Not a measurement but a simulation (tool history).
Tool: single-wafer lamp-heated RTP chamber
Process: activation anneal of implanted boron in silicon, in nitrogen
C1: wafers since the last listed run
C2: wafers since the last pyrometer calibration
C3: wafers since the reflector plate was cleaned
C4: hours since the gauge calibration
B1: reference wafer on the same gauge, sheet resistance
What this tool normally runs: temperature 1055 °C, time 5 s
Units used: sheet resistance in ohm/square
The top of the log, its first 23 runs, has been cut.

run 24 hour=264.7 | temperature=1055 time=5 | C1=276 C2=886 C3=471 C4=77.4 | B1=156.96 | sheet_resistance=129.89
run 25 hour=276.6 | temperature=1055 time=5 | C1=213 C2=1100 C3=684 C4=89.3 | B1=157.08 | sheet_resistance=130.04
run 26 hour=288.5 | temperature=1055 time=5 | C1=213 C2=1313 C3=898 C4=101.2 | B1=156.94 | sheet_resistance=129.9
run 27 hour=301.2 | temperature=1034 time=3 | C1=227 C2=1541 C3=1125 C4=113.9 | B1=156.99 | sheet_resistance=134.24
run 28 hour=314.9 | temperature=1065 time=4 | C1=245 C2=1787 C3=1371 C4=127.6 | B1=157.02 | sheet_resistance=129.4
run 29 hour=328.2 | temperature=1055 time=5 | C1=238 C2=2026 C3=1610 C4=140.9 | B1=156.97 | sheet_resistance=129.57
run 30 hour=335.7 | temperature=1055 time=5 | C1=134 C2=2160 C3=1744 C4=148.4 | B1=156.98 | sheet_resistance=129.71
-- hour=361.2 gauge calibrated
run 31 hour=377.7 | temperature=1045 time=6 | C1=753 C2=2913 C3=2498 C4=16.5 | B1=156.92 | sheet_resistance=130.37

Alternative continuations, all from the tool just after run 31; predict every row:
run A hour=378.1 | temperature=1038 time=5 | C1=7 C2=2921 C3=2505 C4=16.9 | B1=? | sheet_resistance=?
run B hour=378.1 | temperature=1055 time=3 | C1=7 C2=2921 C3=2505 C4=16.9 | B1=? | sheet_resistance=?
run C hour=378.1 | temperature=1043 time=4 | C1=7 C2=2921 C3=2505 C4=16.9 | B1=? | sheet_resistance=?
run D hour=378.1 | temperature=1055 time=7 | C1=7 C2=2921 C3=2505 C4=16.9 | B1=? | sheet_resistance=?

run=A B1=157.01 sheet_resistance=131.91
run=B B1=157.01 sheet_resistance=130.66
run=C B1=157.01 sheet_resistance=131.63
run=D B1=157.01 sheet_resistance=128.62
Stripped of hidden state, with their random variation kept, the same runs would have yielded:
run=A sheet_resistance=133.47
run=B sheet_resistance=131.73
run=C sheet_resistance=133.09
run=D sheet_resistance=129.72
